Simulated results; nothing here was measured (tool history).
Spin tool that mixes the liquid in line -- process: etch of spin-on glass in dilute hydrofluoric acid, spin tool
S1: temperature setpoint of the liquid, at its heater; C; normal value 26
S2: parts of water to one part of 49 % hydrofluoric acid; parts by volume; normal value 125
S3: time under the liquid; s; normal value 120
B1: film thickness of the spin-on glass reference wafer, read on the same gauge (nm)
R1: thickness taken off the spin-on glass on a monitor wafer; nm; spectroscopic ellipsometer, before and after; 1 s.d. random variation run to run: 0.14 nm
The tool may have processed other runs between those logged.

{"run": 1, "hour": 0.0, "S1": 26, "S2": 125, "S3": 120, "B1": 148.36, "R1": 38.6}
{"run": 2, "hour": 70.5, "S1": 26, "S2": 125, "S3": 120, "B1": 147.9, "R1": 38.53}
{"run": 3, "hour": 130.3, "S1": 26, "S2": 125, "S3": 120, "B1": 147.46, "R1": 38.25}
{"run": 4, "hour": 161.2, "S1": 26, "S2": 110, "S3": 170, "B1": 147.19, "R1": 62.54}
{"run": 5, "hour": 210.9, "S1": 26, "S2": 125, "S3": 120, "B1": 146.8, "R1": 38.11}
{"hour": 249.1, "done": "gauge calibrated"}
{"run": 6, "hour": 282.3, "S1": 26, "S2": 125, "S3": 120, "B1": 150.18, "R1": 38.95}
{"run": 7, "hour": 335.2, "S1": 26, "S2": 125, "S3": 120, "B1": 150.16, "R1": 38.99}
{"run": 8, "hour": 362.5, "S1": 26, "S2": 125, "S3": 120, "B1": 150.11, "R1": 38.87}
{"run": 9, "hour": 421.8, "S1": 24, "S2": 125, "S3": 120, "B1": 149.99, "R1": 36.3}
{"run": 10, "hour": 479.9, "S1": 26, "S2": 175, "S3": 145, "B1": 149.81, "R1": 31.62}
{"run": 11, "hour": 516.6, "S1": 26, "S2": 125, "S3": 120, "B1": 149.67, "R1": 39.1}
{"hour": 535.8, "done": "thermometer replaced"}
{"run": 12, "hour": 542.4, "S1": 31, "S2": 140, "S3": 120, "B1": 149.59, "R1": 40.84}
{"run": 13, "hour": 600.6, "S1": 24, "S2": 80, "S3": 165, "B1": 149.32, "R1": 81.62}
{"hour": 651.4, "done": "hydrofluoric acid flow meter replaced"}
{"run": 14, "hour": 663.1, "S1": 26, "S2": 85, "S3": 145, "B1": 148.97, "R1": 72.21}
{"run": 15, "hour": 694.7, "S1": 26, "S2": 125, "S3": 120, "B1": 148.78, "R1": 38.44}
{"run": 16, "hour": 761.0, "S1": 26, "S2": 90, "S3": 180, "B1": 148.33, "R1": 83.9}
{"run": 17, "hour": 814.8, "S1": 23.5, "S2": 70, "S3": 70, "B1": 147.91, "R1": 38.82}

Forecast each of these 4 alternatives for the next run:
{"run": "A", "hour": 815.2, "S1": 23.5, "S2": 125, "S3": 120, "B1": "?", "R1": "?"}
{"run": "B", "hour": 815.2, "S1": 21.5, "S2": 105, "S3": 120, "B1": "?", "R1": "?"}
{"run": "C", "hour": 815.2, "S1": 24.5, "S2": 70, "S3": 65, "B1": "?", "R1": "?"}
{"run": "D", "hour": 815.2, "S1": 21.5, "S2": 145, "S3": 120, "B1": "?", "R1": "?"}

run=A B1=147.9 R1=34.79
run=B B1=147.9 R1=39.14
run=C B1=147.9 R1=37.47
run=D B1=147.9 R1=27.11
With no hidden state in the tool, these same runs would have given:
run=A R1=35.28
run=B R1=39.7
run=C R1=38
run=D R1=27.49
